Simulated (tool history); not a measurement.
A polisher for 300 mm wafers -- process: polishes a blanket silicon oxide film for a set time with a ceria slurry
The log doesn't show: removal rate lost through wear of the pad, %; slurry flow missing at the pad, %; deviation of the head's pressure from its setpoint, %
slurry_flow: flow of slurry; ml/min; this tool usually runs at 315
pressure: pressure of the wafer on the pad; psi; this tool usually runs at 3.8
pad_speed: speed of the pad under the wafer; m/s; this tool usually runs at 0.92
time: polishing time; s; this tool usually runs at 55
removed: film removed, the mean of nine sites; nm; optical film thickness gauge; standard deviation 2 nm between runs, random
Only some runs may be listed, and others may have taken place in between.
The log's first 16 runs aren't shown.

run     day  slurry_flow  pressure  pad_speed  time  wafers since the last listed run  wafers polished on this pad  hours since the slurry nozzle was cleaned  hours since the head pressure was calibrated  incoming thickness of the incoming film, nm  removed
 17  29.517          275       3.4       0.92    55                               320                         1869                                      146.6                                         687.5                                       1677.5      267
     30.083  -- worn pad replaced by a new one
 18    31.1          260         5       0.78    64                               220                          158                                      184.6                                         725.5                                       1613.6    378.9
 19  33.167          315       3.8       1.02    55                               321                          480                                      234.2                                         775.1                                       1617.2    321.2
 20  35.462          280       3.8       1.16    73                               357                          837                                      289.3                                         830.2                                         1640    462.5
     35.712  -- head pressure recalibrated
 21  38.058          315       3.8       0.92    55                               391                         1229                                      351.6                                          56.3                                       1648.2    289.7
 22  41.567          250       3.1       0.74    48                               546                         1775                                      435.8                                         140.5                                         1616    179.7
 23  43.654          315       3.8       0.72    55                               325                         2101                                      485.9                                         190.6                                       1637.3      246
     44.733  -- worn pad replaced by a new one
 24  45.288          250       3.8       0.92    55                               228                           86                                      525.1                                         229.8                                       1631.1    285.5
 25  47.867          410         5       0.92    55                               401                          487                                        587                                         291.7                                       1634.5    379.8
 26  49.417          315       3.8       0.92    41                               241                          729                                      624.2                                         328.9                                       1658.8    218.5
 27  55.325          315       4.2       0.92    55                               920                         1649                                        766                                         470.7                                       1608.4    318.5
     56.092  -- slurry nozzle cleaned
 28  56.396          315       3.8       0.92    55                               160                         1810                                        7.3                                         496.4                                         1653    297.5
      59.95  -- worn pad replaced by a new one
 29  60.596          315       3.8       0.78    55                               628                          100                                      108.1                                         597.2                                       1663.4    264.2
 30  61.683          315       3.8       0.92    55                               169                          269                                      134.2                                         623.3                                       1651.9    297.5
 31  63.667          315       3.8       0.92    67                               308                          578                                      181.8                                         670.9                                       1670.8      370
 32  66.442          315       3.8       0.92    55                               432                         1011                                      248.4                                         737.5                                       1630.4    300.3

Predict each of these 3 candidate next runs independently; none follows another, all start after run 32:
  A  66.458          315       3.8       0.82    55                                 2                         1013                                      248.8                                         737.9                                       1626.3        ?
  B  66.458          315       2.8       1.04    60                                 2                         1013                                      248.8                                         737.9                                       1626.3        ?
  C  66.458          385       4.2       0.64    63                                 2                         1013                                      248.8                                         737.9                                       1626.3        ?

run  removed
  A    275.2
  B    280.5
  C    293.1
Without the tool's unlogged condition, the same runs would have read:
run  removed
  A      261
  B      266
  C      278

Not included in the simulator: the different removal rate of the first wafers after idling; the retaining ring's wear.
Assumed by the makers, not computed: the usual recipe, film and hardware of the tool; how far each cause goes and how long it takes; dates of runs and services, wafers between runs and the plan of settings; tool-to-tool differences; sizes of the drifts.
